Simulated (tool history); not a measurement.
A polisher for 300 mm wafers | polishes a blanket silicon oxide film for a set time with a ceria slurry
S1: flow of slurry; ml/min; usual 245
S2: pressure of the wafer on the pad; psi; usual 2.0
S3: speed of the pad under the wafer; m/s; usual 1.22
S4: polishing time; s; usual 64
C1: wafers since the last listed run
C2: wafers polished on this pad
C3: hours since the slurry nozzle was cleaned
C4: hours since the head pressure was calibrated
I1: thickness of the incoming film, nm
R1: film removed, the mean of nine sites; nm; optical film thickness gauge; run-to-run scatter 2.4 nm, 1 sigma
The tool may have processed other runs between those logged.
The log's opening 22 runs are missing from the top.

run 23 hour=616.0 | S1=245 S2=2.0 S3=1.22 S4=64 | C1=215 C2=738 C3=274.2 C4=204.3 | I1=1278.7 | R1=206.8
run 24 hour=652.0 | S1=245 S2=2.0 S3=1.22 S4=64 | C1=306 C2=1045 C3=310.2 C4=240.3 | I1=1286.9 | R1=211.2
run 25 hour=670.2 | S1=245 S2=2.4 S3=1.22 S4=64 | C1=155 C2=1200 C3=328.4 C4=258.5 | I1=1280.9 | R1=255.3
run 26 hour=703.6 | S1=185 S2=2.0 S3=1.22 S4=64 | C1=284 C2=1485 C3=361.8 C4=291.9 | I1=1256.1 | R1=202.1
-- hour=742.7 worn pad replaced by a new one
run 27 hour=743.2 | S1=245 S2=2.0 S3=1.22 S4=64 | C1=303 C2=4 C3=401.4 C4=331.5 | I1=1267.5 | R1=210.5
run 28 hour=760.2 | S1=245 S2=2.4 S3=1.22 S4=64 | C1=144 C2=149 C3=418.4 C4=348.5 | I1=1270.4 | R1=251.6
run 29 hour=779.4 | S1=210 S2=2.3 S3=1.22 S4=64 | C1=163 C2=313 C3=437.6 C4=367.7 | I1=1264.4 | R1=232.1
run 30 hour=799.2 | S1=310 S2=1.7 S3=0.80 S4=64 | C1=168 C2=481 C3=457.4 C4=387.5 | I1=1261.4 | R1=118.3
run 31 hour=828.1 | S1=245 S2=2.4 S3=1.22 S4=58 | C1=246 C2=728 C3=486.3 C4=416.4 | I1=1284.9 | R1=226.2
run 32 hour=842.7 | S1=245 S2=2.0 S3=1.22 S4=64 | C1=124 C2=852 C3=500.9 C4=431.0 | I1=1254.3 | R1=208.8
run 33 hour=868.1 | S1=245 S2=2.0 S3=1.22 S4=64 | C1=216 C2=1069 C3=526.3 C4=456.4 | I1=1252.8 | R1=205.2
run 34 hour=882.4 | S1=245 S2=1.7 S3=1.22 S4=48 | C1=121 C2=1190 C3=540.6 C4=470.7 | I1=1293.0 | R1=133.2
run 35 hour=910.6 | S1=190 S2=2.0 S3=1.22 S4=64 | C1=240 C2=1431 C3=568.8 C4=498.9 | I1=1258.9 | R1=204.8
-- hour=938.9 worn pad replaced by a new one
run 36 hour=945.8 | S1=190 S2=2.0 S3=1.22 S4=64 | C1=265 C2=58 C3=604.0 C4=534.1 | I1=1258.8 | R1=204.1
run 37 hour=966.4 | S1=220 S2=2.0 S3=1.50 S4=64 | C1=175 C2=234 C3=624.6 C4=554.7 | I1=1266.9 | R1=248.0
run 38 hour=994.8 | S1=245 S2=1.3 S3=1.10 S4=64 | C1=242 C2=476 C3=653.0 C4=583.1 | I1=1287.3 | R1=121.3

Consider 3 possible next runs. They are alternatives, not a sequence: every one starts from the tool as it was left by run 38. What does each give?
run A hour=995.2 | S1=245 S2=2.0 S3=1.22 S4=64 | C1=3 C2=479 C3=653.4 C4=583.5 | I1=1266.1 | R1=?
run B hour=995.2 | S1=245 S2=2.0 S3=0.92 S4=64 | C1=3 C2=479 C3=653.4 C4=583.5 | I1=1266.1 | R1=?
run C hour=995.2 | S1=195 S2=2.0 S3=1.34 S4=64 | C1=3 C2=479 C3=653.4 C4=583.5 | I1=1266.1 | R1=?

run=A R1=210.5
run=B R1=160.3
run=C R1=225.5
Had the tool no hidden state, the same runs would have come out as:
run=A R1=210.5
run=B R1=160.3
run=C R1=225.5
